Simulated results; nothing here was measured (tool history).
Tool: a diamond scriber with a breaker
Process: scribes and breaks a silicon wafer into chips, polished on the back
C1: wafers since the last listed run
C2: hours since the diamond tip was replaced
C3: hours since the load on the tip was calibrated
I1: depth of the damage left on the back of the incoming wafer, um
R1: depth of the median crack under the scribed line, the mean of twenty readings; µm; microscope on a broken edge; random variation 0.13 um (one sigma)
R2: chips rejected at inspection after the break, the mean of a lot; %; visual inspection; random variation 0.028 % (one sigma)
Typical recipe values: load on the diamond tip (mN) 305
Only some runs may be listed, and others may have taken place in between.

run 1 day=0.000 | load_on_the_diamond_tip_(mN)=305 | C1=0 C2=276.3 C3=126.0 | I1=0.02 | R1=7.51 R2=0.69
run 2 day=3.021 | load_on_the_diamond_tip_(mN)=363 | C1=157 C2=348.8 C3=198.5 | I1=0.03 | R1=8.03 R2=0.85
run 3 day=6.183 | load_on_the_diamond_tip_(mN)=363 | C1=165 C2=424.7 C3=274.4 | I1=0.05 | R1=7.98 R2=0.70
run 4 day=8.688 | load_on_the_diamond_tip_(mN)=361 | C1=130 C2=484.8 C3=334.5 | I1=0.01 | R1=7.83 R2=0.72
run 5 day=11.692 | load_on_the_diamond_tip_(mN)=251 | C1=156 C2=556.9 C3=406.6 | I1=0.05 | R1=6.08 R2=5.64
run 6 day=14.788 | load_on_the_diamond_tip_(mN)=235 | C1=161 C2=631.2 C3=480.9 | I1=0.02 | R1=5.71 R2=7.75
-- day=15.212 diamond tip replaced by a new one
-- day=17.200 load on the tip recalibrated
run 7 day=17.362 | load_on_the_diamond_tip_(mN)=235 | C1=125 C2=51.6 C3=3.9 | I1=0.02 | R1=6.46 R2=4.14
run 8 day=21.733 | load_on_the_diamond_tip_(mN)=394 | C1=228 C2=156.5 C3=108.8 | I1=0.01 | R1=8.70 R2=1.85
run 9 day=25.033 | load_on_the_diamond_tip_(mN)=334 | C1=172 C2=235.7 C3=188.0 | I1=0.03 | R1=7.46 R2=0.61
run 10 day=28.121 | load_on_the_diamond_tip_(mN)=345 | C1=161 C2=309.8 C3=262.1 | I1=0.04 | R1=7.54 R2=0.59
run 11 day=30.200 | load_on_the_diamond_tip_(mN)=263 | C1=108 C2=359.7 C3=312.0 | I1=0.02 | R1=6.21 R2=4.22
run 12 day=34.021 | load_on_the_diamond_tip_(mN)=271 | C1=199 C2=451.4 C3=403.7 | I1=0.03 | R1=6.24 R2=4.10
run 13 day=36.300 | load_on_the_diamond_tip_(mN)=339 | C1=119 C2=506.1 C3=458.4 | I1=0.02 | R1=7.46 R2=0.76
-- day=39.133 load on the tip recalibrated
run 14 day=39.912 | load_on_the_diamond_tip_(mN)=359 | C1=184 C2=592.8 C3=18.7 | I1=0.03 | R1=8.53 R2=1.62
run 15 day=41.533 | load_on_the_diamond_tip_(mN)=305 | C1=84 C2=631.7 C3=57.6 | I1=0.05 | R1=7.51 R2=0.59

Each row is a separate what-if for the run after 15, all from the same tool condition, not one after another. Results?
run A day=41.562 | load_on_the_diamond_tip_(mN)=305 | C1=1 C2=632.4 C3=58.3 | I1=0.03 | R1=? R2=?
run B day=41.562 | load_on_the_diamond_tip_(mN)=244 | C1=1 C2=632.4 C3=58.3 | I1=0.03 | R1=? R2=?
run C day=41.562 | load_on_the_diamond_tip_(mN)=236 | C1=1 C2=632.4 C3=58.3 | I1=0.03 | R1=? R2=?
run D day=41.562 | load_on_the_diamond_tip_(mN)=213 | C1=1 C2=632.4 C3=58.3 | I1=0.03 | R1=? R2=?

run=A R1=7.35 R2=0.58
run=B R1=6.29 R2=3.45
run=C R1=6.15 R2=4.25
run=D R1=5.72 R2=7.24
Without the tool's hidden state the same runs would have given:
run=A R1=7.53 R2=0.53
run=B R1=6.45 R2=2.73
run=C R1=6.30 R2=3.43
run=D R1=5.86 R2=6.16

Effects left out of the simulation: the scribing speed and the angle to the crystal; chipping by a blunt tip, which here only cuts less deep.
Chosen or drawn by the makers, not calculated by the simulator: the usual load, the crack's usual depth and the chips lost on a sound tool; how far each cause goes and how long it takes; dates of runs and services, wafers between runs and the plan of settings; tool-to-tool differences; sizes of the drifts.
